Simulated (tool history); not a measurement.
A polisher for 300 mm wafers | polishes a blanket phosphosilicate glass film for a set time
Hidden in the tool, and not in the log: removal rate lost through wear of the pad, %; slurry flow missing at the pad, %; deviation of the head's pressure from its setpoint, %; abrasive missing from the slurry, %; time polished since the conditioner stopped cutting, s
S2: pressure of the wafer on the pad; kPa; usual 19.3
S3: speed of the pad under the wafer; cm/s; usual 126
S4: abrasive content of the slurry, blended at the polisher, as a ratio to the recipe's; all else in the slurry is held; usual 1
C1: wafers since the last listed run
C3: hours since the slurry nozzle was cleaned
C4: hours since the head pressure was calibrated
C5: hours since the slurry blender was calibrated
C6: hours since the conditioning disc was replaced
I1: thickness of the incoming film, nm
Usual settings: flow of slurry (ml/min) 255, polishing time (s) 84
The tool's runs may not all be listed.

{"run": 1, "day": 0.0, "flow of slurry (ml/min)": 255, "S2": 19.3, "S3": 126, "S4": 1, "polishing time (s)": 84, "C1": 0, "wafers polished on this pad": 1173, "C3": 365.9, "C4": 95.1, "C5": 154.4, "C6": 109.8, "I1": 3109.5, "film removed (angstrom)": 6713}
{"day": 0.846, "done": "worn pad replaced by a new one"}
{"run": 2, "day": 1.808, "flow of slurry (ml/min)": 255, "S2": 19.3, "S3": 126, "S4": 1, "polishing time (s)": 84, "C1": 230, "wafers polished on this pad": 135, "C3": 409.3, "C4": 138.5, "C5": 197.8, "C6": 153.2, "I1": 3070.5, "film removed (angstrom)": 6813}
{"run": 3, "day": 3.262, "flow of slurry (ml/min)": 255, "S2": 19.3, "S3": 126, "S4": 1, "polishing time (s)": 84, "C1": 204, "wafers polished on this pad": 340, "C3": 444.2, "C4": 173.4, "C5": 232.7, "C6": 188.1, "I1": 3080.2, "film removed (angstrom)": 6747}
{"day": 3.975, "done": "slurry blender recalibrated"}
{"day": 5.0, "done": "conditioning disc replaced and pad reconditioned"}
{"run": 4, "day": 5.333, "flow of slurry (ml/min)": 255, "S2": 19.3, "S3": 126, "S4": 1, "polishing time (s)": 84, "C1": 267, "wafers polished on this pad": 608, "C3": 493.9, "C4": 223.1, "C5": 32.6, "C6": 8, "I1": 3083.2, "film removed (angstrom)": 6775}
{"run": 5, "day": 6.979, "flow of slurry (ml/min)": 255, "S2": 19.3, "S3": 126, "S4": 1, "polishing time (s)": 84, "C1": 231, "wafers polished on this pad": 839, "C3": 533.4, "C4": 262.6, "C5": 72.1, "C6": 47.5, "I1": 3131.8, "film removed (angstrom)": 6733}
{"run": 6, "day": 8.242, "flow of slurry (ml/min)": 255, "S2": 22.1, "S3": 126, "S4": 1, "polishing time (s)": 84, "C1": 177, "wafers polished on this pad": 1017, "C3": 563.7, "C4": 292.9, "C5": 102.4, "C6": 77.8, "I1": 3110.9, "film removed (angstrom)": 7514}
{"day": 10.388, "done": "worn pad replaced by a new one"}
{"run": 7, "day": 10.717, "flow of slurry (ml/min)": 255, "S2": 22.1, "S3": 126, "S4": 1, "polishing time (s)": 84, "C1": 324, "wafers polished on this pad": 46, "C3": 623.1, "C4": 352.3, "C5": 161.8, "C6": 137.2, "I1": 3144.3, "film removed (angstrom)": 7494}
{"run": 8, "day": 13.254, "flow of slurry (ml/min)": 255, "S2": 22.1, "S3": 126, "S4": 1, "polishing time (s)": 84, "C1": 357, "wafers polished on this pad": 403, "C3": 684, "C4": 413.2, "C5": 222.7, "C6": 198.1, "I1": 3085.9, "film removed (angstrom)": 7571}
{"day": 13.642, "done": "conditioning disc replaced and pad reconditioned"}
{"run": 9, "day": 14.325, "flow of slurry (ml/min)": 255, "S2": 19.3, "S3": 126, "S4": 1, "polishing time (s)": 84, "C1": 138, "wafers polished on this pad": 542, "C3": 709.7, "C4": 438.9, "C5": 248.4, "C6": 16.4, "I1": 3115.2, "film removed (angstrom)": 6795}
{"day": 14.938, "done": "slurry blender recalibrated"}
{"run": 10, "day": 17.062, "flow of slurry (ml/min)": 255, "S2": 19.3, "S3": 126, "S4": 1, "polishing time (s)": 96, "C1": 373, "wafers polished on this pad": 915, "C3": 775.4, "C4": 504.6, "C5": 51, "C6": 82.1, "I1": 3091, "film removed (angstrom)": 7701}
{"run": 11, "day": 19.062, "flow of slurry (ml/min)": 255, "S2": 19.3, "S3": 126, "S4": 1, "polishing time (s)": 96, "C1": 281, "wafers polished on this pad": 1197, "C3": 823.4, "C4": 552.6, "C5": 99, "C6": 130.1, "I1": 3162.5, "film removed (angstrom)": 7654}
{"run": 12, "day": 20.067, "flow of slurry (ml/min)": 255, "S2": 19.3, "S3": 126, "S4": 1, "polishing time (s)": 84, "C1": 141, "wafers polished on this pad": 1338, "C3": 847.5, "C4": 576.7, "C5": 123.1, "C6": 154.2, "I1": 3117.2, "film removed (angstrom)": 6743}
{"day": 20.792, "done": "worn pad replaced by a new one"}
{"day": 22.154, "done": "slurry nozzle cleaned"}
{"run": 13, "day": 22.554, "flow of slurry (ml/min)": 255, "S2": 19.3, "S3": 126, "S4": 1, "polishing time (s)": 84, "C1": 320, "wafers polished on this pad": 242, "C3": 9.6, "C4": 636.4, "C5": 182.8, "C6": 213.9, "I1": 3113, "film removed (angstrom)": 6806}
{"day": 23.442, "done": "conditioning disc replaced and pad reconditioned"}
{"day": 24.838, "done": "slurry blender recalibrated"}
{"run": 14, "day": 25.367, "flow of slurry (ml/min)": 255, "S2": 19.3, "S3": 126, "S4": 1, "polishing time (s)": 84, "C1": 372, "wafers polished on this pad": 614, "C3": 77.1, "C4": 703.9, "C5": 12.7, "C6": 46.2, "I1": 3138.5, "film removed (angstrom)": 6765}
{"day": 26.879, "done": "head pressure recalibrated"}
{"run": 15, "day": 27.8, "flow of slurry (ml/min)": 290, "S2": 25.5, "S3": 126, "S4": 1, "polishing time (s)": 84, "C1": 330, "wafers polished on this pad": 945, "C3": 135.5, "C4": 22.1, "C5": 71.1, "C6": 104.6, "I1": 3084.1, "film removed (angstrom)": 8396}
{"run": 16, "day": 29.542, "flow of slurry (ml/min)": 200, "S2": 19.3, "S3": 82, "S4": 1.1, "polishing time (s)": 84, "C1": 245, "wafers polished on this pad": 1190, "C3": 177.3, "C4": 63.9, "C5": 112.9, "C6": 146.4, "I1": 3103.7, "film removed (angstrom)": 5611}
{"day": 30.558, "done": "worn pad replaced by a new one"}
{"run": 17, "day": 31.654, "flow of slurry (ml/min)": 255, "S2": 19.3, "S3": 126, "S4": 1, "polishing time (s)": 84, "C1": 273, "wafers polished on this pad": 154, "C3": 228, "C4": 114.6, "C5": 163.6, "C6": 197.1, "I1": 3138.4, "film removed (angstrom)": 6781}
{"day": 31.979, "done": "conditioning disc replaced and pad reconditioned"}
{"run": 18, "day": 32.921, "flow of slurry (ml/min)": 285, "S2": 19.3, "S3": 126, "S4": 1, "polishing time (s)": 71, "C1": 166, "wafers polished on this pad": 320, "C3": 258.4, "C4": 145, "C5": 194, "C6": 22.6, "I1": 3147.8, "film removed (angstrom)": 5818}
{"run": 19, "day": 35.475, "flow of slurry (ml/min)": 255, "S2": 19.3, "S3": 126, "S4": 1, "polishing time (s)": 84, "C1": 359, "wafers polished on this pad": 680, "C3": 319.7, "C4": 206.3, "C5": 255.3, "C6": 83.9, "I1": 3088.9, "film removed (angstrom)": 6785}
{"run": 20, "day": 36.608, "flow of slurry (ml/min)": 255, "S2": 19.3, "S3": 126, "S4": 1, "polishing time (s)": 84, "C1": 159, "wafers polished on this pad": 839, "C3": 346.9, "C4": 233.5, "C5": 282.5, "C6": 111.1, "I1": 3122.7, "film removed (angstrom)": 6747}
{"day": 36.967, "done": "slurry blender recalibrated"}
{"run": 21, "day": 38.617, "flow of slurry (ml/min)": 320, "S2": 17.2, "S3": 126, "S4": 1, "polishing time (s)": 84, "C1": 270, "wafers polished on this pad": 1110, "C3": 395.1, "C4": 281.7, "C5": 39.6, "C6": 159.3, "I1": 3107.2, "film removed (angstrom)": 6435}
{"day": 39.817, "done": "worn pad replaced by a new one"}
{"run": 22, "day": 41.546, "flow of slurry (ml/min)": 335, "S2": 13.1, "S3": 126, "S4": 1.1, "polishing time (s)": 84, "C1": 388, "wafers polished on this pad": 243, "C3": 465.4, "C4": 352, "C5": 109.9, "C6": 229.6, "I1": 3090.2, "film removed (angstrom)": 5399}
{"day": 42.746, "done": "conditioning disc replaced and pad reconditioned"}
{"run": 23, "day": 44.283, "flow of slurry (ml/min)": 255, "S2": 19.3, "S3": 126, "S4": 1, "polishing time (s)": 104, "C1": 373, "wafers polished on this pad": 616, "C3": 531.1, "C4": 417.7, "C5": 175.6, "C6": 36.9, "I1": 3046.6, "film removed (angstrom)": 8388}
{"run": 24, "day": 47.225, "flow of slurry (ml/min)": 255, "S2": 19.3, "S3": 126, "S4": 0.8, "polishing time (s)": 84, "C1": 413, "wafers polished on this pad": 1030, "C3": 601.7, "C4": 488.3, "C5": 246.2, "C6": 107.5, "I1": 3035.5, "film removed (angstrom)": 6311}
{"day": 48.171, "done": "slurry blender recalibrated"}
{"run": 25, "day": 49.096, "flow of slurry (ml/min)": 340, "S2": 19.3, "S3": 108, "S4": 1, "polishing time (s)": 84, "C1": 251, "wafers polished on this pad": 1282, "C3": 646.6, "C4": 533.2, "C5": 22.2, "C6": 152.4, "I1": 3119, "film removed (angstrom)": 6405}

3 ways to go on from here, each from the tool as it stands after run 25. What would each give?
{"run": "A", "day": 49.117, "flow of slurry (ml/min)": 255, "S2": 19.3, "S3": 162, "S4": 1, "polishing time (s)": 84, "C1": 2, "wafers polished on this pad": 1285, "C3": 647.1, "C4": 533.7, "C5": 22.7, "C6": 152.9, "I1": 3082.5, "film removed (angstrom)": "?"}
{"run": "B", "day": 49.117, "flow of slurry (ml/min)": 255, "S2": 16.5, "S3": 164, "S4": 0.85, "polishing time (s)": 84, "C1": 2, "wafers polished on this pad": 1285, "C3": 647.1, "C4": 533.7, "C5": 22.7, "C6": 152.9, "I1": 3082.5, "film removed (angstrom)": "?"}
{"run": "C", "day": 49.117, "flow of slurry (ml/min)": 255, "S2": 24.1, "S3": 126, "S4": 1, "polishing time (s)": 92, "C1": 2, "wafers polished on this pad": 1285, "C3": 647.1, "C4": 533.7, "C5": 22.7, "C6": 152.9, "I1": 3082.5, "film removed (angstrom)": "?"}

run=A film_removed_(angstrom)=7654
run=B film_removed_(angstrom)=6517
run=C film_removed_(angstrom)=8750
Without the tool's hidden state the same runs would have given:
run=A film_removed_(angstrom)=7654
run=B film_removed_(angstrom)=6517
run=C film_removed_(angstrom)=8750
